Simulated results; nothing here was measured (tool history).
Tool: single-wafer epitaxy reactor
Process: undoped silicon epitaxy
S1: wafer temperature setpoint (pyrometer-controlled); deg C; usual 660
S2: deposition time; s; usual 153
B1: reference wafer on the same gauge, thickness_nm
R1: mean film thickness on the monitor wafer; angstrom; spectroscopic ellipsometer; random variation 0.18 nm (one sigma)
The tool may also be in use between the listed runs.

run     day   S1   S2      B1      R1
  1   0.000  669  165  31.639  456.10
  2   1.046  669  165  31.604  450.70
  3   2.538  669  165  31.517  453.87
  4   5.467  660  153  31.514  340.41
  5   6.892  660  153  31.507  340.96
  6   7.638  660  153  31.734  341.83
  7   8.500  660  132  31.599  296.96
  8   9.654  660  153  31.533  341.95
  9  10.788  660  153  31.600  343.84
 10  11.912  660  153  31.601  340.29
 11  14.300  668  153  31.684  415.28
 12  17.396  668  153  31.712  415.61
 13  18.508  668  153  31.589  414.20
 14  19.329  671  140  31.520  405.83
 15  20.317  671  140  31.657  405.02
 16  20.888  648  171  31.655  283.08
 17  21.962  660  180  31.557  402.89
 18  22.746  669  144  31.652  397.82
 19  24.154  673  168  31.638  513.42
     24.575  -- pyrometer calibrated
 20  28.208  660  153  31.653  309.84
 21  29.533  660  129  31.625  257.77
 22  30.883  646  124  31.661  177.05
 23  31.933  660  153  31.514  310.17
     32.050  -- gauge calibrated
 24  32.558  672  130  31.624  350.73
 25  33.575  673  136  31.563  374.25
 26  37.892  660  153  31.731  313.03
 27  39.112  660  153  31.575  315.39
 28  39.738  660  153  31.676  317.24
 29  40.517  655  129  31.592  237.81
 30  41.283  660  142  31.654  291.67

3 ways to go on from here, each from the tool as it stands after run 30. What would each give?
  A  41.300  660  153   ?   ?
  B  41.300  650  153   ?   ?
  C  41.300  648  153   ?   ?

run      B1      R1
  A  31.584  315.18
  B  31.584  246.61
  C  31.584  234.63
Without the tool's hidden state the same runs would have given:
run      R1
  A  305.74
  B  239.05
  C  227.40
